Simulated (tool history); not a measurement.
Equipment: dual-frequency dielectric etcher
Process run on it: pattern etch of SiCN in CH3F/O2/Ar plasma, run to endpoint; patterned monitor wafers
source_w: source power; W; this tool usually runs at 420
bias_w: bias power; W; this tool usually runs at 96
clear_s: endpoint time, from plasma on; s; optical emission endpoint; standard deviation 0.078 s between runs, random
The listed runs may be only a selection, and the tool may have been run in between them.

| run | hour | source_w | bias_w | incoming incoming film thickness, nm | clear_s |
|---|---|---|---|---|---|
| 1 | 0 | 380 | 96 | 9.44 | 23.1 |
| 2 | 25.5 | 380 | 96 | 9.43 | 23.3 |
| 3 | 51.5 | 380 | 96 | 9.47 | 23.3 |
| 4 | 108.7 | 420 | 96 | 9.47 | 22.3 |
| 5 | 124.7 | 420 | 96 | 9.5 | 22.4 |
| 6 | 146.6 | 420 | 96 | 9.34 | 22 |
| 7 | 168.4 | 420 | 102 | 9.4 | 21.7 |
| 8 | 183.1 | 470 | 90 | 9.42 | 21.6 |
|  | 228.1 | wet clean of the chamber |
| 9 | 228.6 | 340 | 110 | 9.47 | 23.4 |
| 10 | 228.9 | 480 | 88 | 9.34 | 21.5 |
|  | 236.9 | source power generator calibrated |
| 11 | 238.5 | 480 | 88 | 9.35 | 21.6 |
|  | 300.6 | upper electrode replaced |
| 12 | 301.1 | 520 | 96 | 9.42 | 20.6 |
|  | 319.8 | bias power generator calibrated |
| 13 | 324.7 | 420 | 96 | 9.44 | 22.4 |
| 14 | 357.6 | 390 | 96 | 9.43 | 23 |
| 15 | 379.2 | 330 | 96 | 9.37 | 24.3 |
| 16 | 409.7 | 350 | 88 | 9.45 | 24.4 |

4 options for the next run, each taken on its own from the tool as it stands now. Forecast them:
| A | 410.1 | 420 | 117 | 9.37 | ? |
| B | 410.1 | 390 | 79 | 9.37 | ? |
| C | 410.1 | 490 | 90 | 9.37 | ? |
| D | 410.1 | 450 | 106 | 9.37 | ? |

| run | clear_s |
|---|---|
| A | 20.7 |
| B | 23.9 |
| C | 21.1 |
| D | 20.8 |
Take away the tool's hidden state, keep each run's random variation, and the runs would have read:
| run | clear_s |
|---|---|
| A | 20.9 |
| B | 24.2 |
| C | 21.3 |
| D | 21 |
